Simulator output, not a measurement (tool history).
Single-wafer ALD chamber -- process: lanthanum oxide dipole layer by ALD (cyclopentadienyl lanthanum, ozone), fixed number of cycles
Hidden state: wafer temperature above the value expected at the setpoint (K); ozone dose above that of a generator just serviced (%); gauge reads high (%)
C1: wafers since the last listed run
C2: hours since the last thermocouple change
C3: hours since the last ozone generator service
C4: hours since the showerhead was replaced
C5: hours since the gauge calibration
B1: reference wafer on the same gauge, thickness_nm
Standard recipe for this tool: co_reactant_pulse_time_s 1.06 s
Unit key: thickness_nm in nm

run 1 day=0 | co_reactant_pulse_time_s=0.91 | C1=0 C2=1779 C3=729.5 C4=6298.4 C5=350 | B1=0.473 | thickness_nm=0.431
run 2 day=1 | co_reactant_pulse_time_s=1.29 | C1=499 C2=1803 C3=753.5 C4=6322.4 C5=374 | B1=0.473 | thickness_nm=0.502
run 3 day=4.679 | co_reactant_pulse_time_s=1.29 | C1=1836 C2=1891.3 C3=841.8 C4=6410.7 C5=462.3 | B1=0.474 | thickness_nm=0.502
run 4 day=7.179 | co_reactant_pulse_time_s=0.82 | C1=1248 C2=1951.3 C3=901.8 C4=6470.7 C5=522.3 | B1=0.474 | thickness_nm=0.397
-- day=9.862 gauge calibrated
run 5 day=9.992 | co_reactant_pulse_time_s=0.82 | C1=1404 C2=2018.8 C3=969.3 C4=6538.2 C5=3.1 | B1=0.468 | thickness_nm=0.393
-- day=10.85 ozone generator serviced
-- day=13.021 thermocouple changed; heater temperature recalibrated
-- day=13.383 showerhead replaced
run 6 day=14.188 | co_reactant_pulse_time_s=0.87 | C1=1595 C2=28 C3=80.1 C4=19.3 C5=103.8 | B1=0.471 | thickness_nm=0.416
run 7 day=17.121 | co_reactant_pulse_time_s=1.33 | C1=1464 C2=98.4 C3=150.5 C4=89.7 C5=174.2 | B1=0.472 | thickness_nm=0.502
run 8 day=19.938 | co_reactant_pulse_time_s=1.06 | C1=1406 C2=166 C3=218.1 C4=157.3 C5=241.8 | B1=0.473 | thickness_nm=0.469
run 9 day=21.1 | co_reactant_pulse_time_s=0.84 | C1=580 C2=193.9 C3=246 C4=185.2 C5=269.7 | B1=0.474 | thickness_nm=0.405
run 10 day=22.45 | co_reactant_pulse_time_s=1.06 | C1=674 C2=226.3 C3=278.4 C4=217.6 C5=302.1 | B1=0.474 | thickness_nm=0.469
run 11 day=24.096 | co_reactant_pulse_time_s=0.67 | C1=821 C2=265.8 C3=317.9 C4=257.1 C5=341.6 | B1=0.474 | thickness_nm=0.319
run 12 day=25.908 | co_reactant_pulse_time_s=1.25 | C1=904 C2=309.3 C3=361.4 C4=300.6 C5=385.1 | B1=0.474 | thickness_nm=0.5
run 13 day=27.338 | co_reactant_pulse_time_s=0.83 | C1=713 C2=343.6 C3=395.7 C4=334.9 C5=419.4 | B1=0.475 | thickness_nm=0.402
run 14 day=29.642 | co_reactant_pulse_time_s=0.64 | C1=1150 C2=398.9 C3=451 C4=390.2 C5=474.7 | B1=0.475 | thickness_nm=0.298

Branching from run 14: 3 alternative next runs. What would each branch give?
run A day=29.658 | co_reactant_pulse_time_s=0.7 | C1=8 C2=399.3 C3=451.4 C4=390.6 C5=475.1 | B1=? | thickness_nm=?
run B day=29.658 | co_reactant_pulse_time_s=1.37 | C1=8 C2=399.3 C3=451.4 C4=390.6 C5=475.1 | B1=? | thickness_nm=?
run C day=29.658 | co_reactant_pulse_time_s=1.23 | C1=8 C2=399.3 C3=451.4 C4=390.6 C5=475.1 | B1=? | thickness_nm=?

run=A B1=0.474 thickness_nm=0.337
run=B B1=0.474 thickness_nm=0.51
run=C B1=0.474 thickness_nm=0.497
Without the tool's unlogged condition, the same runs would have read:
run=A thickness_nm=0.332
run=B thickness_nm=0.502
run=C thickness_nm=0.488
